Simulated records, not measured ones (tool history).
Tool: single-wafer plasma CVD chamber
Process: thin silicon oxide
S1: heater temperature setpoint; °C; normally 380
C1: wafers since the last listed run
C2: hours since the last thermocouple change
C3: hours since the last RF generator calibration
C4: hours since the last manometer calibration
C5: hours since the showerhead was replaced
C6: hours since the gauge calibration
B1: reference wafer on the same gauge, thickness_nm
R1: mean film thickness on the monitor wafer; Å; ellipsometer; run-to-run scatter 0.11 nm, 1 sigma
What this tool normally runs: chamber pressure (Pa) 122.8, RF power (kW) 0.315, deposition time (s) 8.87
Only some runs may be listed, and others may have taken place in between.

{"run": 1, "day": 0.0, "S1": 380, "chamber pressure (Pa)": 122.8, "RF power (kW)": 0.315, "deposition time (s)": 8.87, "C1": 0, "C2": 977.5, "C3": 1017.1, "C4": 1645.9, "C5": 4780.5, "C6": 76, "B1": 17.055, "R1": 206.46}
{"run": 2, "day": 3.742, "S1": 380, "chamber pressure (Pa)": 122.8, "RF power (kW)": 0.315, "deposition time (s)": 8.87, "C1": 1278, "C2": 1067.3, "C3": 1106.9, "C4": 1735.7, "C5": 4870.3, "C6": 165.8, "B1": 17.043, "R1": 205.21}
{"run": 3, "day": 6.308, "S1": 380, "chamber pressure (Pa)": 122.8, "RF power (kW)": 0.315, "deposition time (s)": 10.16, "C1": 877, "C2": 1128.9, "C3": 1168.5, "C4": 1797.3, "C5": 4931.9, "C6": 227.4, "B1": 17.067, "R1": 238.1}
{"run": 4, "day": 9.433, "S1": 380, "chamber pressure (Pa)": 122.8, "RF power (kW)": 0.315, "deposition time (s)": 10.16, "C1": 1068, "C2": 1203.9, "C3": 1243.5, "C4": 1872.3, "C5": 5006.9, "C6": 302.4, "B1": 17.03, "R1": 237.77}
{"run": 5, "day": 11.533, "S1": 380, "chamber pressure (Pa)": 122.8, "RF power (kW)": 0.315, "deposition time (s)": 8.87, "C1": 717, "C2": 1254.3, "C3": 1293.9, "C4": 1922.7, "C5": 5057.3, "C6": 352.8, "B1": 17.07, "R1": 205.95}
{"day": 13.471, "done": "RF generator calibrated"}
{"run": 6, "day": 24.25, "S1": 380, "chamber pressure (Pa)": 122.8, "RF power (kW)": 0.315, "deposition time (s)": 8.87, "C1": 4232, "C2": 1559.5, "C3": 258.7, "C4": 2227.9, "C5": 5362.5, "C6": 658, "B1": 16.948, "R1": 206.37}
{"run": 7, "day": 26.438, "S1": 389, "chamber pressure (Pa)": 122.8, "RF power (kW)": 0.315, "deposition time (s)": 9.4, "C1": 747, "C2": 1612, "C3": 311.2, "C4": 2280.4, "C5": 5415, "C6": 710.5, "B1": 16.963, "R1": 218.93}
{"day": 27.725, "done": "capacitance manometer re-zeroed and calibrated"}
{"run": 8, "day": 28.758, "S1": 380, "chamber pressure (Pa)": 122.8, "RF power (kW)": 0.315, "deposition time (s)": 8.87, "C1": 679, "C2": 1667.7, "C3": 366.9, "C4": 24.8, "C5": 5470.7, "C6": 766.2, "B1": 16.858, "R1": 205.84}
{"run": 9, "day": 31.675, "S1": 380, "chamber pressure (Pa)": 122.8, "RF power (kW)": 0.315, "deposition time (s)": 8.87, "C1": 996, "C2": 1737.7, "C3": 436.9, "C4": 94.8, "C5": 5540.7, "C6": 836.2, "B1": 16.88, "R1": 206.15}
{"day": 35.092, "done": "showerhead replaced"}
{"run": 10, "day": 35.112, "S1": 394, "chamber pressure (Pa)": 104.4, "RF power (kW)": 0.315, "deposition time (s)": 10.04, "C1": 1061, "C2": 1820.2, "C3": 519.4, "C4": 177.3, "C5": 0.5, "C6": 918.7, "B1": 16.842, "R1": 198}
{"run": 11, "day": 36.733, "S1": 380, "chamber pressure (Pa)": 151.5, "RF power (kW)": 0.315, "deposition time (s)": 10.47, "C1": 554, "C2": 1859.1, "C3": 558.3, "C4": 216.2, "C5": 39.4, "C6": 957.6, "B1": 16.839, "R1": 282.88}
{"run": 12, "day": 41.088, "S1": 380, "chamber pressure (Pa)": 94.5, "RF power (kW)": 0.315, "deposition time (s)": 8.87, "C1": 1488, "C2": 1963.6, "C3": 662.8, "C4": 320.7, "C5": 143.9, "C6": 1062.1, "B1": 16.784, "R1": 156.3}
{"day": 43.058, "done": "thermocouple changed; heater temperature recalibrated"}
{"run": 13, "day": 43.338, "S1": 380, "chamber pressure (Pa)": 122.8, "RF power (kW)": 0.315, "deposition time (s)": 8.87, "C1": 655, "C2": 6.7, "C3": 716.8, "C4": 374.7, "C5": 197.9, "C6": 1116.1, "B1": 16.753, "R1": 202.97}
{"run": 14, "day": 54.521, "S1": 386, "chamber pressure (Pa)": 108.5, "RF power (kW)": 0.35, "deposition time (s)": 8.04, "C1": 3822, "C2": 275.1, "C3": 985.2, "C4": 643.1, "C5": 466.3, "C6": 1384.5, "B1": 16.611, "R1": 166.11}
{"day": 56.392, "done": "RF generator calibrated"}
{"run": 15, "day": 58.096, "S1": 390, "chamber pressure (Pa)": 111.6, "RF power (kW)": 0.255, "deposition time (s)": 9.63, "C1": 1108, "C2": 360.9, "C3": 40.9, "C4": 728.9, "C5": 552.1, "C6": 1470.3, "B1": 16.557, "R1": 185.95}
{"run": 16, "day": 61.258, "S1": 380, "chamber pressure (Pa)": 122.8, "RF power (kW)": 0.315, "deposition time (s)": 8.87, "C1": 1080, "C2": 436.8, "C3": 116.8, "C4": 804.8, "C5": 628, "C6": 1546.2, "B1": 16.482, "R1": 199.8}
{"run": 17, "day": 63.35, "S1": 366, "chamber pressure (Pa)": 93.3, "RF power (kW)": 0.315, "deposition time (s)": 8.87, "C1": 714, "C2": 487, "C3": 167, "C4": 855, "C5": 678.2, "C6": 1596.4, "B1": 16.424, "R1": 150.9}
{"run": 18, "day": 65.112, "S1": 394, "chamber pressure (Pa)": 104.4, "RF power (kW)": 0.315, "deposition time (s)": 10.04, "C1": 602, "C2": 529.3, "C3": 209.3, "C4": 897.3, "C5": 720.5, "C6": 1638.7, "B1": 16.415, "R1": 190.98}
{"run": 19, "day": 68.754, "S1": 392, "chamber pressure (Pa)": 147.6, "RF power (kW)": 0.26, "deposition time (s)": 10.3, "C1": 1244, "C2": 616.7, "C3": 296.7, "C4": 984.7, "C5": 807.9, "C6": 1726.1, "B1": 16.299, "R1": 247.7}
{"run": 20, "day": 71.729, "S1": 380, "chamber pressure (Pa)": 101.1, "RF power (kW)": 0.355, "deposition time (s)": 9.68, "C1": 1016, "C2": 688.1, "C3": 368.1, "C4": 1056.1, "C5": 879.3, "C6": 1797.5, "B1": 16.234, "R1": 184.62}
{"run": 21, "day": 75.708, "S1": 372, "chamber pressure (Pa)": 134, "RF power (kW)": 0.315, "deposition time (s)": 7.54, "C1": 1360, "C2": 783.6, "C3": 463.6, "C4": 1151.6, "C5": 974.8, "C6": 1893, "B1": 16.19, "R1": 180.78}
{"run": 22, "day": 77.875, "S1": 393, "chamber pressure (Pa)": 153.1, "RF power (kW)": 0.26, "deposition time (s)": 7.27, "C1": 740, "C2": 835.6, "C3": 515.6, "C4": 1203.6, "C5": 1026.8, "C6": 1945, "B1": 16.171, "R1": 181.08}
{"run": 23, "day": 82.154, "S1": 380, "chamber pressure (Pa)": 122.8, "RF power (kW)": 0.315, "deposition time (s)": 8.87, "C1": 1462, "C2": 938.3, "C3": 618.3, "C4": 1306.3, "C5": 1129.5, "C6": 2047.7, "B1": 16.039, "R1": 194.63}
{"day": 82.7, "done": "gauge calibrated"}
{"run": 24, "day": 85.792, "S1": 380, "chamber pressure (Pa)": 122.8, "RF power (kW)": 0.365, "deposition time (s)": 10.16, "C1": 1243, "C2": 1025.6, "C3": 705.6, "C4": 1393.6, "C5": 1216.8, "C6": 74.2, "B1": 17.082, "R1": 246.5}
{"run": 25, "day": 87.567, "S1": 380, "chamber pressure (Pa)": 100.1, "RF power (kW)": 0.315, "deposition time (s)": 8.87, "C1": 606, "C2": 1068.2, "C3": 748.2, "C4": 1436.2, "C5": 1259.4, "C6": 116.8, "B1": 17.069, "R1": 170.87}
{"run": 26, "day": 91.496, "S1": 380, "chamber pressure (Pa)": 105.6, "RF power (kW)": 0.315, "deposition time (s)": 8.87, "C1": 1343, "C2": 1162.5, "C3": 842.5, "C4": 1530.5, "C5": 1353.7, "C6": 211.1, "B1": 17.104, "R1": 179.61}
{"run": 27, "day": 95.696, "S1": 380, "chamber pressure (Pa)": 112.9, "RF power (kW)": 0.265, "deposition time (s)": 7.23, "C1": 1435, "C2": 1263.3, "C3": 943.3, "C4": 1631.3, "C5": 1454.5, "C6": 311.9, "B1": 17.023, "R1": 151.17}
{"run": 28, "day": 99.267, "S1": 371, "chamber pressure (Pa)": 96.4, "RF power (kW)": 0.335, "deposition time (s)": 10.18, "C1": 1220, "C2": 1349, "C3": 1029, "C4": 1717, "C5": 1540.2, "C6": 397.6, "B1": 16.982, "R1": 190.41}
{"run": 29, "day": 101.6, "S1": 369, "chamber pressure (Pa)": 104.3, "RF power (kW)": 0.28, "deposition time (s)": 9.72, "C1": 797, "C2": 1405, "C3": 1085, "C4": 1773, "C5": 1596.2, "C6": 453.6, "B1": 17.008, "R1": 188.41}

Exercise: give the hidden state of the tool at every run:
wafer temperature above the value expected at the setpoint (K): 0 at every run
delivered RF power above the setpoint (%): 0 at every run
true pressure above the setpoint (%): 0 at every run
H1: gauge reads high (%)
run=1 H1=0.334
run=2 H1=0.303
run=3 H1=0.268
run=4 H1=0.212
run=5 H1=0.164
run=6 H1=-0.276
run=7 H1=-0.379
run=8 H1=-0.496
run=9 H1=-0.657
run=10 H1=-0.864
run=11 H1=-0.968
run=12 H1=-1.27
run=13 H1=-1.44
run=14 H1=-2.4
run=15 H1=-2.75
run=16 H1=-3.07
run=17 H1=-3.3
run=18 H1=-3.49
run=19 H1=-3.91
run=20 H1=-4.27
run=21 H1=-4.78
run=22 H1=-5.06
run=23 H1=-5.65
run=24 H1=0.456
run=25 H1=0.444
run=26 H1=0.4
run=27 H1=0.325
run=28 H1=0.238
run=29 H1=0.17
